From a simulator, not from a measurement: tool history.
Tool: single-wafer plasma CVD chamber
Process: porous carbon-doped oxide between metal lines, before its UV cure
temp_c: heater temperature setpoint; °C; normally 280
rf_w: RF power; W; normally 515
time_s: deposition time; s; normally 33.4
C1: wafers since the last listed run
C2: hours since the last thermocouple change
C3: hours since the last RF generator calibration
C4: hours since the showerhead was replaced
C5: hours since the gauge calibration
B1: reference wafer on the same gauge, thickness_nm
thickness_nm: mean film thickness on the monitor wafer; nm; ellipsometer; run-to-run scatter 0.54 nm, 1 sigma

{"run": 1, "hour": 0.0, "temp_c": 275, "rf_w": 515, "time_s": 33.4, "C1": 0, "C2": 672.9, "C3": 1687.8, "C4": 2958.7, "C5": 1344, "B1": 207.937, "thickness_nm": 193.813}
{"run": 2, "hour": 66.9, "temp_c": 275, "rf_w": 515, "time_s": 33.4, "C1": 957, "C2": 739.8, "C3": 1754.7, "C4": 3025.6, "C5": 1410.9, "B1": 208.075, "thickness_nm": 193.495}
{"run": 3, "hour": 148.5, "temp_c": 283, "rf_w": 515, "time_s": 33.4, "C1": 1167, "C2": 821.4, "C3": 1836.3, "C4": 3107.2, "C5": 1492.5, "B1": 207.966, "thickness_nm": 183.307}
{"run": 4, "hour": 194.4, "temp_c": 283, "rf_w": 515, "time_s": 33.4, "C1": 656, "C2": 867.3, "C3": 1882.2, "C4": 3153.1, "C5": 1538.4, "B1": 208.096, "thickness_nm": 183.149}
{"run": 5, "hour": 301.7, "temp_c": 283, "rf_w": 515, "time_s": 33.4, "C1": 1535, "C2": 974.6, "C3": 1989.5, "C4": 3260.4, "C5": 1645.7, "B1": 207.809, "thickness_nm": 182.938}
{"run": 6, "hour": 342.6, "temp_c": 280, "rf_w": 515, "time_s": 33.4, "C1": 585, "C2": 1015.5, "C3": 2030.4, "C4": 3301.3, "C5": 1686.6, "B1": 207.868, "thickness_nm": 187.145}
{"run": 7, "hour": 386.4, "temp_c": 280, "rf_w": 515, "time_s": 33.4, "C1": 626, "C2": 1059.3, "C3": 2074.2, "C4": 3345.1, "C5": 1730.4, "B1": 208.101, "thickness_nm": 186.131}
{"run": 8, "hour": 437.5, "temp_c": 280, "rf_w": 515, "time_s": 33.4, "C1": 731, "C2": 1110.4, "C3": 2125.3, "C4": 3396.2, "C5": 1781.5, "B1": 208.113, "thickness_nm": 186.484}
{"hour": 445.9, "done": "showerhead replaced, of another model than before"}
{"hour": 464.5, "done": "gauge calibrated"}
{"run": 9, "hour": 543.8, "temp_c": 280, "rf_w": 515, "time_s": 33.4, "C1": 1406, "C2": 1216.7, "C3": 2231.6, "C4": 97.9, "C5": 79.3, "B1": 207.825, "thickness_nm": 187.354}
{"run": 10, "hour": 621.4, "temp_c": 274, "rf_w": 515, "time_s": 36.8, "C1": 1110, "C2": 1294.3, "C3": 2309.2, "C4": 175.5, "C5": 156.9, "B1": 207.934, "thickness_nm": 213.001}
{"run": 11, "hour": 664.9, "temp_c": 292, "rf_w": 420, "time_s": 30.6, "C1": 622, "C2": 1337.8, "C3": 2352.7, "C4": 219, "C5": 200.4, "B1": 208.042, "thickness_nm": 138.859}
{"run": 12, "hour": 704.6, "temp_c": 295, "rf_w": 610, "time_s": 28.5, "C1": 568, "C2": 1377.5, "C3": 2392.4, "C4": 258.7, "C5": 240.1, "B1": 207.91, "thickness_nm": 161.668}
{"run": 13, "hour": 803.0, "temp_c": 270, "rf_w": 515, "time_s": 33.4, "C1": 1408, "C2": 1475.9, "C3": 2490.8, "C4": 357.1, "C5": 338.5, "B1": 207.972, "thickness_nm": 199.532}
{"run": 14, "hour": 869.2, "temp_c": 280, "rf_w": 605, "time_s": 31.1, "C1": 947, "C2": 1542.1, "C3": 2557, "C4": 423.3, "C5": 404.7, "B1": 207.989, "thickness_nm": 192.3}
{"hour": 920.9, "done": "thermocouple changed; heater temperature recalibrated"}
{"run": 15, "hour": 952.9, "temp_c": 268, "rf_w": 515, "time_s": 37.8, "C1": 1083, "C2": 32, "C3": 2640.7, "C4": 507, "C5": 488.4, "B1": 207.968, "thickness_nm": 228.501}
{"run": 16, "hour": 1034.1, "temp_c": 280, "rf_w": 515, "time_s": 33.4, "C1": 1162, "C2": 113.2, "C3": 2721.9, "C4": 588.2, "C5": 569.6, "B1": 207.944, "thickness_nm": 186.241}
{"hour": 1120.8, "done": "RF generator calibrated"}
{"run": 17, "hour": 1121.3, "temp_c": 280, "rf_w": 580, "time_s": 33.4, "C1": 1133, "C2": 200.4, "C3": 0.5, "C4": 675.4, "C5": 656.8, "B1": 208.033, "thickness_nm": 204.003}
{"run": 18, "hour": 1209.0, "temp_c": 280, "rf_w": 515, "time_s": 33.4, "C1": 1255, "C2": 288.1, "C3": 88.2, "C4": 763.1, "C5": 744.5, "B1": 207.903, "thickness_nm": 188.831}
{"run": 19, "hour": 1280.4, "temp_c": 280, "rf_w": 515, "time_s": 33.4, "C1": 1021, "C2": 359.5, "C3": 159.6, "C4": 834.5, "C5": 815.9, "B1": 207.861, "thickness_nm": 188.23}
{"run": 20, "hour": 1318.4, "temp_c": 280, "rf_w": 515, "time_s": 33.4, "C1": 543, "C2": 397.5, "C3": 197.6, "C4": 872.5, "C5": 853.9, "B1": 207.925, "thickness_nm": 187.958}
{"run": 21, "hour": 1416.1, "temp_c": 272, "rf_w": 580, "time_s": 26.8, "C1": 1398, "C2": 495.2, "C3": 295.3, "C4": 970.2, "C5": 951.6, "B1": 208.068, "thickness_nm": 171.913}

The next listed run, before its measurement:
{"run": 22, "hour": 1479.6, "temp_c": 272, "rf_w": 450, "time_s": 37.9, "C1": 908, "C2": 558.7, "C3": 358.8, "C4": 1033.7, "C5": 1015.1, "B1": "?", "thickness_nm": "?"}

{"run 22": {"B1": 207.964, "thickness_nm": 206.99}}
Without the tool's hidden state the same run would have given thickness_nm 207.321 nm.
